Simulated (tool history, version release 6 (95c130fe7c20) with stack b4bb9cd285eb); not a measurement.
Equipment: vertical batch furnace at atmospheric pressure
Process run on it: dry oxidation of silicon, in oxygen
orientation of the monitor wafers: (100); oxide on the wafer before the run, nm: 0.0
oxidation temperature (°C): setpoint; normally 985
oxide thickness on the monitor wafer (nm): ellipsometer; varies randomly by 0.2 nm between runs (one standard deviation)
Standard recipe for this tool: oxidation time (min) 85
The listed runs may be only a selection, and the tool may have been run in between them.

run,hour,oxidation temperature (°C),oxidation time (min),"read-back reference wafer on the same gauge, thickness",oxide thickness on the monitor wafer (nm)
1,0,976,85,60.92,49.74
2,67.2,976,85,60.89,49.48
3,116.9,976,85,60.88,49.52
4,146.9,985,97.5,60.85,59.02
5,217.7,985,97.5,60.91,58.5
6,259.2,985,97.5,60.86,59.17
7,311.2,985,85,60.89,53.39
8,352.9,985,109,60.9,63.64
9,406.3,985,109,60.87,63.41
10,445.9,985,52,60.91,38.47
11,501.5,985,52,60.87,38.62
12,553.3,985,52,60.86,38.56
13,588.9,998,85,60.87,60.3
14,641.6,998,85,60.85,61.06
15,692.7,998,85,60.96,60.37
16,742.8,971,85,60.92,47.32
17,807.7,999,85,60.86,61.13
18,840.7,999,85,60.91,61.01
19,883.8,1002,111.5,60.88,75.28
# hour 912.5: gauge calibrated
# hour 983.2: boat lift adjusted
20,1026.3,985,85,60.91,55.05
# hour 1053.2: thermocouples replaced and temperature profile calibrated
21,1093,963,122.5,60.96,57.68
22,1189.9,985,85,60.92,53.38
23,1238.5,975,85,60.89,49.31
24,1285.7,999,109,60.88,72.77
25,1317.5,985,85,60.86,53.58
26,1379.7,985,85,60.9,53.5
27,1511.1,1002,111.5,60.94,75.43
28,1547.1,985,85,60.91,53.25
29,1602.3,1001,104,60.92,71.62
30,1640,985,85,60.89,53.22
31,1680.2,977,120,60.92,63.04
32,1736.3,985,74,60.92,48.59
33,1765.1,977,64.5,60.91,41.53
34,1824.8,1009,112,60.9,81.1
35,1894.2,961,101,60.94,49.41
36,2102.2,1004,103,60.9,73.55

Forecast each of these 4 alternatives for the next run:
A,2107.3,994,85,?,?
B,2107.3,967,85,?,?
C,2107.3,996,55,?,?
D,2107.3,963,67.5,?,?

run,"read-back reference wafer on the same gauge, thickness",oxide thickness on the monitor wafer (nm)
A,60.94,58
B,60.94,46.06
C,60.94,44.42
D,60.94,38.22
The same runs, with their run-to-run variation unchanged, on a tool lacking any hidden condition would have given:
run,oxide thickness on the monitor wafer (nm)
A,57.67
B,45.85
C,44.16
D,38.04
